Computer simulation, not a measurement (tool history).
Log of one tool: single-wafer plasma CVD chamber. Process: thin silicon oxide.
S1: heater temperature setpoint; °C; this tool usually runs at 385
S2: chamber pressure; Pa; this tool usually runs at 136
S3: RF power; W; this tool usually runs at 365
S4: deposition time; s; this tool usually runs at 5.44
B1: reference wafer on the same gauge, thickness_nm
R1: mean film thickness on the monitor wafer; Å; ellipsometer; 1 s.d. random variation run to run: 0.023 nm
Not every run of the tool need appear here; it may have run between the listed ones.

| run | hour | S1 | S2 | S3 | S4 | B1 | R1 |
|---|---|---|---|---|---|---|---|
| 1 | 0.0 | 385 | 127 | 365 | 5.44 | 12.700 | 108.63 |
| 2 | 26.9 | 385 | 136 | 415 | 4.99 | 12.696 | 109.62 |
| 3 | 59.9 | 385 | 136 | 415 | 4.99 | 12.704 | 109.42 |
| 4 | 78.1 | 385 | 136 | 415 | 4.99 | 12.700 | 109.62 |
| 5 | 95.1 | 385 | 136 | 365 | 5.44 | 12.696 | 115.85 |
| 6 | 129.1 | 385 | 136 | 365 | 5.44 | 12.697 | 115.87 |
| 7 | 162.3 | 385 | 136 | 365 | 5.44 | 12.693 | 115.88 |
|  | 183.2 | RF generator calibrated |
| 8 | 183.7 | 385 | 136 | 365 | 5.44 | 12.706 | 118.28 |
| 9 | 198.4 | 385 | 136 | 365 | 5.44 | 12.696 | 118.00 |
|  | 220.9 | showerhead replaced |
| 10 | 221.4 | 385 | 136 | 310 | 6.13 | 12.701 | 127.84 |
| 11 | 237.0 | 385 | 136 | 310 | 6.13 | 12.697 | 127.97 |
| 12 | 262.6 | 385 | 136 | 350 | 5.44 | 12.699 | 116.37 |
| 13 | 295.6 | 385 | 136 | 365 | 4.69 | 12.703 | 100.95 |
| 14 | 311.3 | 385 | 136 | 365 | 5.44 | 12.707 | 117.27 |
|  | 319.6 | thermocouple changed; heater temperature recalibrated |
| 15 | 337.8 | 397 | 156 | 365 | 5.83 | 12.700 | 138.55 |
| 16 | 368.1 | 380 | 161 | 365 | 5.90 | 12.705 | 145.00 |
| 17 | 393.4 | 385 | 136 | 365 | 4.81 | 12.701 | 103.97 |
|  | 428.8 | capacitance manometer re-zeroed and calibrated |
|  | 433.1 | gauge calibrated |
| 18 | 473.6 | 385 | 136 | 365 | 5.44 | 12.701 | 124.26 |
| 19 | 497.1 | 385 | 147 | 365 | 6.07 | 12.695 | 145.29 |
| 20 | 517.1 | 385 | 152 | 395 | 5.44 | 12.701 | 136.49 |
| 21 | 550.5 | 372 | 136 | 295 | 5.44 | 12.702 | 117.92 |
| 22 | 578.4 | 385 | 153 | 365 | 5.44 | 12.704 | 134.27 |
| 23 | 592.9 | 372 | 112 | 335 | 6.52 | 12.701 | 121.10 |
| 24 | 620.2 | 385 | 136 | 425 | 4.52 | 12.694 | 105.42 |
| 25 | 644.9 | 398 | 156 | 365 | 5.44 | 12.703 | 134.23 |
| 26 | 658.3 | 381 | 117 | 365 | 5.44 | 12.702 | 107.23 |
| 27 | 686.2 | 380 | 161 | 365 | 5.90 | 12.700 | 149.63 |
| 28 | 704.7 | 377 | 136 | 325 | 4.78 | 12.702 | 104.82 |

Alternative continuations, all from the tool just after run 28; predict every row:
| A | 705.1 | 385 | 136 | 365 | 5.44 | ? | ? |
| B | 705.1 | 378 | 136 | 420 | 5.13 | ? | ? |
| C | 705.1 | 372 | 161 | 365 | 5.44 | ? | ? |
| D | 705.1 | 374 | 136 | 335 | 4.38 | ? | ? |
| E | 705.1 | 397 | 136 | 365 | 5.44 | ? | ? |

| run | B1 | R1 |
|---|---|---|
| A | 12.707 | 121.54 |
| B | 12.707 | 118.94 |
| C | 12.707 | 138.37 |
| D | 12.707 | 96.48 |
| E | 12.707 | 120.69 |
With no hidden state in the tool, these same runs would have given:
| run | R1 |
|---|---|
| A | 124.01 |
| B | 121.31 |
| C | 140.75 |
| D | 98.52 |
| E | 123.15 |
